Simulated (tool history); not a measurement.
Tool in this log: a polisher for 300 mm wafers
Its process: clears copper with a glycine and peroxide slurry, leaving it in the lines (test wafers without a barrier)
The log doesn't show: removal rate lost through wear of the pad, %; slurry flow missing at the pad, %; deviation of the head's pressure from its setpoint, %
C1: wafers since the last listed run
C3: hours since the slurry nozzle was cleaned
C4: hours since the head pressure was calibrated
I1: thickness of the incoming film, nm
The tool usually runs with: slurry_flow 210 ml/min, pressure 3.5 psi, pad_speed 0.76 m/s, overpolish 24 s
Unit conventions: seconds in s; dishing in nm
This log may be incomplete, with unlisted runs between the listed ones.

run 1 day=0.000 | slurry_flow=210 pressure=3.5 pad_speed=0.76 overpolish=24 | C1=0 wafers_polished_on_this_pad=5149 C3=526.0 C4=1305.2 | I1=624.7 | seconds=113.1 dishing=88.0
run 2 day=2.967 | slurry_flow=210 pressure=3.5 pad_speed=0.76 overpolish=24 | C1=610 wafers_polished_on_this_pad=5760 C3=597.2 C4=1376.4 | I1=618.4 | seconds=115.7 dishing=90.0
run 3 day=6.350 | slurry_flow=210 pressure=3.5 pad_speed=0.76 overpolish=24 | C1=695 wafers_polished_on_this_pad=6455 C3=678.4 C4=1457.6 | I1=620.8 | seconds=113.9 dishing=88.4
-- day=8.854 worn pad replaced by a new one
run 4 day=9.379 | slurry_flow=210 pressure=3.5 pad_speed=0.76 overpolish=24 | C1=588 wafers_polished_on_this_pad=108 C3=751.1 C4=1530.3 | I1=616.0 | seconds=115.4 dishing=91.2
-- day=10.600 head pressure recalibrated
run 5 day=12.188 | slurry_flow=210 pressure=3.1 pad_speed=0.76 overpolish=24 | C1=560 wafers_polished_on_this_pad=668 C3=818.5 C4=38.1 | I1=617.4 | seconds=119.8 dishing=86.9
-- day=15.425 slurry nozzle cleaned
run 6 day=23.092 | slurry_flow=210 pressure=3.1 pad_speed=0.76 overpolish=24 | C1=2234 wafers_polished_on_this_pad=2903 C3=184.0 C4=299.8 | I1=618.0 | seconds=125.4 dishing=82.9
run 7 day=27.396 | slurry_flow=210 pressure=3.1 pad_speed=0.76 overpolish=24 | C1=885 wafers_polished_on_this_pad=3788 C3=287.3 C4=403.1 | I1=623.9 | seconds=122.8 dishing=81.8
run 8 day=30.446 | slurry_flow=210 pressure=4.0 pad_speed=0.76 overpolish=24 | C1=627 wafers_polished_on_this_pad=4415 C3=360.5 C4=476.3 | I1=619.8 | seconds=109.1 dishing=98.2
run 9 day=32.442 | slurry_flow=210 pressure=4.0 pad_speed=0.76 overpolish=24 | C1=410 wafers_polished_on_this_pad=4826 C3=408.4 C4=524.2 | I1=629.6 | seconds=109.4 dishing=92.4
run 10 day=43.475 | slurry_flow=210 pressure=3.5 pad_speed=0.76 overpolish=24 | C1=2269 wafers_polished_on_this_pad=7095 C3=673.2 C4=789.0 | I1=612.0 | seconds=116.3 dishing=87.5
run 11 day=45.546 | slurry_flow=210 pressure=3.5 pad_speed=0.76 overpolish=24 | C1=425 wafers_polished_on_this_pad=7521 C3=722.9 C4=838.7 | I1=616.5 | seconds=117.7 dishing=90.3
-- day=46.775 slurry nozzle cleaned
-- day=48.067 worn pad replaced by a new one
run 12 day=49.408 | slurry_flow=170 pressure=3.5 pad_speed=0.98 overpolish=24 | C1=751 wafers_polished_on_this_pad=275 C3=63.2 C4=931.4 | I1=624.1 | seconds=100.6 dishing=98.7
run 13 day=53.679 | slurry_flow=210 pressure=3.5 pad_speed=0.76 overpolish=24 | C1=878 wafers_polished_on_this_pad=1153 C3=165.7 C4=1033.9 | I1=618.0 | seconds=117.4 dishing=88.0
run 14 day=56.958 | slurry_flow=230 pressure=3.5 pad_speed=0.64 overpolish=24 | C1=674 wafers_polished_on_this_pad=1828 C3=244.4 C4=1112.6 | I1=623.0 | seconds=135.3 dishing=81.5
run 15 day=58.492 | slurry_flow=210 pressure=3.5 pad_speed=0.76 overpolish=24 | C1=315 wafers_polished_on_this_pad=2143 C3=281.2 C4=1149.4 | I1=613.2 | seconds=118.6 dishing=86.3
run 16 day=61.396 | slurry_flow=210 pressure=2.9 pad_speed=0.66 overpolish=24 | C1=597 wafers_polished_on_this_pad=2741 C3=350.9 C4=1219.1 | I1=617.7 | seconds=139.6 dishing=76.8
run 17 day=64.225 | slurry_flow=210 pressure=3.5 pad_speed=0.76 overpolish=24 | C1=581 wafers_polished_on_this_pad=3323 C3=418.8 C4=1287.0 | I1=624.5 | seconds=114.7 dishing=91.0
run 18 day=68.321 | slurry_flow=210 pressure=3.5 pad_speed=0.86 overpolish=24 | C1=842 wafers_polished_on_this_pad=4165 C3=517.1 C4=1385.3 | I1=614.2 | seconds=105.7 dishing=96.8
run 19 day=71.354 | slurry_flow=280 pressure=3.5 pad_speed=0.76 overpolish=28 | C1=623 wafers_polished_on_this_pad=4789 C3=589.9 C4=1458.1 | I1=633.6 | seconds=116.4 dishing=104.9
run 20 day=74.479 | slurry_flow=280 pressure=3.5 pad_speed=0.76 overpolish=24 | C1=642 wafers_polished_on_this_pad=5432 C3=664.9 C4=1533.1 | I1=617.1 | seconds=112.9 dishing=90.2
run 21 day=76.150 | slurry_flow=210 pressure=4.0 pad_speed=0.88 overpolish=17 | C1=343 wafers_polished_on_this_pad=5775 C3=705.0 C4=1573.2 | I1=618.0 | seconds=95.5 dishing=79.0
-- day=77.179 head pressure recalibrated
-- day=81.154 worn pad replaced by a new one
-- day=81.996 slurry nozzle cleaned
run 22 day=85.188 | slurry_flow=210 pressure=3.5 pad_speed=0.68 overpolish=24 | C1=1798 wafers_polished_on_this_pad=821 C3=76.6 C4=192.2 | I1=621.9 | seconds=123.9 dishing=87.6
run 23 day=86.808 | slurry_flow=210 pressure=2.4 pad_speed=0.82 overpolish=14 | C1=333 wafers_polished_on_this_pad=1154 C3=115.5 C4=231.1 | I1=628.0 | seconds=136.1 dishing=51.7
run 24 day=90.788 | slurry_flow=210 pressure=3.5 pad_speed=0.76 overpolish=24 | C1=818 wafers_polished_on_this_pad=1972 C3=211.0 C4=326.6 | I1=620.0 | seconds=111.8 dishing=91.8
run 25 day=93.829 | slurry_flow=210 pressure=3.5 pad_speed=0.76 overpolish=24 | C1=625 wafers_polished_on_this_pad=2598 C3=284.0 C4=399.6 | I1=632.0 | seconds=121.7 dishing=88.2
run 26 day=103.642 | slurry_flow=210 pressure=3.5 pad_speed=0.76 overpolish=24 | C1=2018 wafers_polished_on_this_pad=4616 C3=519.5 C4=635.1 | I1=629.0 | seconds=116.2 dishing=87.0
run 27 day=106.679 | slurry_flow=210 pressure=3.5 pad_speed=0.76 overpolish=18 | C1=624 wafers_polished_on_this_pad=5241 C3=592.4 C4=708.0 | I1=615.9 | seconds=116.1 dishing=70.6
run 28 day=110.929 | slurry_flow=240 pressure=3.1 pad_speed=0.76 overpolish=35 | C1=874 wafers_polished_on_this_pad=6115 C3=694.4 C4=810.0 | I1=610.8 | seconds=119.8 dishing=113.5
run 29 day=114.792 | slurry_flow=230 pressure=2.6 pad_speed=0.64 overpolish=35 | C1=794 wafers_polished_on_this_pad=6910 C3=787.1 C4=902.7 | I1=628.8 | seconds=149.5 dishing=99.2
-- day=116.454 worn pad replaced by a new one
run 30 day=119.062 | slurry_flow=210 pressure=3.5 pad_speed=0.76 overpolish=24 | C1=844 wafers_polished_on_this_pad=536 C3=889.6 C4=1005.2 | I1=614.9 | seconds=114.1 dishing=93.4
-- day=119.933 slurry nozzle cleaned
run 31 day=121.700 | slurry_flow=210 pressure=4.2 pad_speed=0.76 overpolish=24 | C1=533 wafers_polished_on_this_pad=1070 C3=42.4 C4=1068.5 | I1=611.3 | seconds=103.7 dishing=95.5
run 32 day=132.604 | slurry_flow=155 pressure=2.9 pad_speed=0.76 overpolish=24 | C1=2242 wafers_polished_on_this_pad=3313 C3=304.1 C4=1330.2 | I1=621.5 | seconds=134.2 dishing=82.0
-- day=133.412 head pressure recalibrated
run 33 day=136.417 | slurry_flow=155 pressure=2.8 pad_speed=0.92 overpolish=19 | C1=767 wafers_polished_on_this_pad=4080 C3=395.6 C4=72.1 | I1=627.8 | seconds=118.1 dishing=73.7

What differs in the tool's unlogged condition from the final listed run ahead of each entry between runs to the first listed run following it?
Between runs 3 and 4: worn pad replaced by a new one (day 8.854)
  the hidden state is the same at both runs
Between runs 4 and 5: head pressure recalibrated (day 10.600)
  the hidden state is the same at both runs
Between runs 5 and 6: slurry nozzle cleaned (day 15.425)
  the hidden state is the same at both runs
Between runs 11 and 12: slurry nozzle cleaned (day 46.775); worn pad replaced by a new one (day 48.067)
  the hidden state is the same at both runs
Between runs 21 and 22: head pressure recalibrated (day 77.179); worn pad replaced by a new one (day 81.154); slurry nozzle cleaned (day 81.996)
  the hidden state is the same at both runs
Between runs 29 and 30: worn pad replaced by a new one (day 116.454)
  the hidden state is the same at both runs
Between runs 30 and 31: slurry nozzle cleaned (day 119.933)
  the hidden state is the same at both runs
Between runs 32 and 33: head pressure recalibrated (day 133.412)
  the hidden state is the same at both runs

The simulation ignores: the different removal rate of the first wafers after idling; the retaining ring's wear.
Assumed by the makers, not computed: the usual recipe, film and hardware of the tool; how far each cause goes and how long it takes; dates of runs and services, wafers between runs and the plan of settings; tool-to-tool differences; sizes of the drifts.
